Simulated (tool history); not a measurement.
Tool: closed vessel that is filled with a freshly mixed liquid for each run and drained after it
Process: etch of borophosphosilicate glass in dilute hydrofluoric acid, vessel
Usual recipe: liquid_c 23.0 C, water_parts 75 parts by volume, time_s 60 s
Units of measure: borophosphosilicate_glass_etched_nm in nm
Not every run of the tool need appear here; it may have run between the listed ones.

| run | hour | liquid_c | water_parts | time_s | read-back film thickness of the borophosphosilicate glass reference wafer, read on the same gauge (nm) | borophosphosilicate_glass_etched_nm |
|---|---|---|---|---|---|---|
| 1 | 0.0 | 23.0 | 75 | 60 | 70.00 | 31.27 |
| 2 | 50.1 | 23.0 | 75 | 60 | 70.01 | 31.35 |
| 3 | 86.2 | 23.0 | 75 | 60 | 69.97 | 31.53 |
| 4 | 137.2 | 23.0 | 75 | 60 | 69.98 | 31.29 |
| 5 | 204.5 | 23.0 | 75 | 60 | 69.98 | 28.85 |
| 6 | 232.0 | 23.0 | 75 | 85 | 70.02 | 41.17 |
| 7 | 276.5 | 23.0 | 75 | 85 | 70.01 | 41.46 |
| 8 | 331.1 | 23.0 | 75 | 85 | 70.01 | 41.02 |
| 9 | 362.4 | 23.0 | 75 | 60 | 70.01 | 28.98 |
| 10 | 404.4 | 19.5 | 45 | 85 | 69.99 | 62.49 |
| 11 | 437.7 | 23.0 | 95 | 60 | 69.99 | 22.16 |
| 12 | 508.5 | 23.0 | 75 | 95 | 69.99 | 46.93 |
| 13 | 573.2 | 23.0 | 75 | 60 | 69.99 | 29.42 |
| 14 | 636.8 | 27.5 | 75 | 60 | 69.97 | 35.38 |
| 15 | 673.2 | 23.0 | 75 | 60 | 70.01 | 29.62 |
| 16 | 717.9 | 23.0 | 55 | 60 | 70.01 | 41.17 |
| 17 | 747.2 | 23.0 | 75 | 60 | 69.98 | 29.62 |
| 18 | 777.7 | 23.0 | 40 | 60 | 70.02 | 58.15 |
| 19 | 803.5 | 23.0 | 75 | 60 | 69.98 | 29.58 |
| 20 | 857.2 | 23.0 | 105 | 80 | 69.94 | 27.52 |
| 21 | 900.1 | 23.0 | 75 | 60 | 69.98 | 29.37 |
| 22 | 945.8 | 27.5 | 90 | 60 | 70.02 | 28.81 |
| 23 | 992.0 | 18.0 | 75 | 60 | 70.01 | 24.34 |
| 24 | 1031.1 | 19.5 | 90 | 90 | 70.02 | 31.98 |
| 25 | 1075.0 | 23.0 | 75 | 85 | 69.97 | 42.44 |
| 26 | 1143.4 | 25.0 | 90 | 30 | 70.03 | 13.42 |
| 27 | 1189.6 | 23.0 | 75 | 60 | 69.99 | 30.29 |
| 28 | 1216.2 | 26.0 | 75 | 60 | 69.99 | 33.26 |
| 29 | 1250.9 | 19.0 | 90 | 60 | 69.99 | 21.20 |
| 30 | 1312.8 | 23.0 | 110 | 60 | 70.04 | 19.73 |
| 31 | 1356.3 | 24.5 | 45 | 85 | 69.97 | 78.91 |
| 32 | 1383.0 | 19.5 | 90 | 90 | 69.99 | 32.51 |
| 33 | 1421.2 | 18.0 | 75 | 60 | 69.98 | 24.62 |

Put back what was entered between runs (3 entries, withheld): which listed runs does each sit between, and how does the hidden state differ from the listed run before to the listed run after?
Between runs 4 and 5: thermometer replaced (hour 184.1)
  liquid hotter than its thermometer reads (K): 2.2 -> 0.239
  measured minus no-state result, borophosphosilicate_glass_etched_nm: +2.65 -> +0.28 nm
Between runs 7 and 8: hydrofluoric acid flow meter replaced (hour 279.9)
  liquid hotter than its thermometer reads (K): 0.298 -> 0.342
  measured minus no-state result, borophosphosilicate_glass_etched_nm: +0.51 -> +0.56 nm
Between runs 32 and 33: hydrofluoric acid flow meter replaced (hour 1406.0)
  liquid hotter than its thermometer reads (K): 1.19 -> 1.23
  measured minus no-state result, borophosphosilicate_glass_etched_nm: +1.56 -> +1.25 nm
